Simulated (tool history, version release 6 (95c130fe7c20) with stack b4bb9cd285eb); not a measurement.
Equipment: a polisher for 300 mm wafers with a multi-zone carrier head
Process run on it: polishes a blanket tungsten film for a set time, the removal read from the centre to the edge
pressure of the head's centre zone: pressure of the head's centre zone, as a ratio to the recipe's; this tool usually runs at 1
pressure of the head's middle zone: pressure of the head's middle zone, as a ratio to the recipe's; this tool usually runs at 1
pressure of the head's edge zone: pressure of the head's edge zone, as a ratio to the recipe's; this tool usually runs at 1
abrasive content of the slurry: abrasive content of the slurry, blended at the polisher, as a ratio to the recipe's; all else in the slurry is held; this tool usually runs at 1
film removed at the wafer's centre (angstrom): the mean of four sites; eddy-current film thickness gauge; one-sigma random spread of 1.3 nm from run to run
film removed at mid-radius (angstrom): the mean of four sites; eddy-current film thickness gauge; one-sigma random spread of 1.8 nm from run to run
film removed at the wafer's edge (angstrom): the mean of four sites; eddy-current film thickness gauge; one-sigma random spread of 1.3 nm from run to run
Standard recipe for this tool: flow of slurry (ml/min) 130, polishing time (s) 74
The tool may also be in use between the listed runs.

run	hour	flow of slurry (ml/min)	pressure of the head's centre zone	pressure of the head's middle zone	pressure of the head's edge zone	abrasive content of the slurry	polishing time (s)	incoming thickness of the incoming film, nm	film removed at the wafer's centre (angstrom)	film removed at mid-radius (angstrom)	film removed at the wafer's edge (angstrom)
1	0	130	1	1.04	1	1	74	1228.9	1657	1680	1604
2	24.1	130	1	1.04	1	1	74	1230.9	1650	1703	1584
3	55.3	130	1	1	1	1	56	1209.6	1238	1253	1203
4	82.4	130	1	1	1	1	56	1199.5	1237	1233	1191
# hour 146.3: carrier head's membrane replaced by a new one
5	152.2	130	1	1	1	1	56	1230	1247	1262	1197
# hour 177.4: worn pad replaced by a new one
6	194.8	130	1	1	1	1	74	1215.9	1620	1656	1599
7	253.4	130	1	1	1	1	74	1241.6	1631	1643	1584
8	287.5	130	1	1	0.89	1.15	74	1229.8	1685	1669	1561
9	331.7	90	1	1	0.91	0.85	59	1212.3	1142	1145	1128
10	386.7	100	1.11	1	1	1	74	1223.7	1727	1540	1543
# hour 424.8: slurry nozzle cleaned
# hour 450.3: worn pad replaced by a new one
11	456.1	100	0.9	1	1	0.85	74	1234.3	1363	1493	1491
# hour 490.7: edge zone pressure recalibrated
12	504	130	1	1	1	1	74	1202.5	1657	1621	1613
# hour 506.3: centre zone pressure recalibrated
13	541.9	130	1	1.04	1	1	74	1209.7	1661	1718	1605
14	708.5	130	1	1	1	1	74	1220.9	1632	1668	1594
# hour 730: worn pad replaced by a new one
15	755.5	85	1	0.94	1	1	74	1212.4	1499	1424	1491
16	785.4	130	1	1	1	1	74	1194.1	1649	1632	1579
17	829.7	130	1	1	1	0.8	74	1242.9	1565	1533	1545
18	874.5	105	0.88	1.09	1	1	82	1228.2	1524	1892	1703
19	935.8	130	0.93	1	0.89	1.3	86	1215.8	1895	1966	1873
# hour 976.4: worn pad replaced by a new one
20	976.9	130	1	1	1	1	97	1220.4	2169	2126	2090

Alternative continuations, all from the tool just after run 20; predict every row:
A	977.3	130	1	1	1	1	74	1222.9	?	?	?
B	977.3	130	1	1	1	1.15	62	1222.9	?	?	?
C	977.3	130	1.05	1	0.88	1	82	1222.9	?	?	?
D	977.3	130	1	1.07	1	1	74	1222.9	?	?	?
E	977.3	130	1	1	1	0.9	74	1222.9	?	?	?

run	film removed at the wafer's centre (angstrom)	film removed at mid-radius (angstrom)	film removed at the wafer's edge (angstrom)
A	1638	1621	1586
B	1412	1397	1367
C	1907	1796	1655
D	1639	1717	1584
E	1604	1588	1553
Stripped of hidden state, with their random variation kept, the same runs would have yielded:
run	film removed at the wafer's centre (angstrom)	film removed at mid-radius (angstrom)	film removed at the wafer's edge (angstrom)
A	1638	1621	1586
B	1412	1397	1367
C	1907	1796	1655
D	1639	1717	1584
E	1604	1588	1553
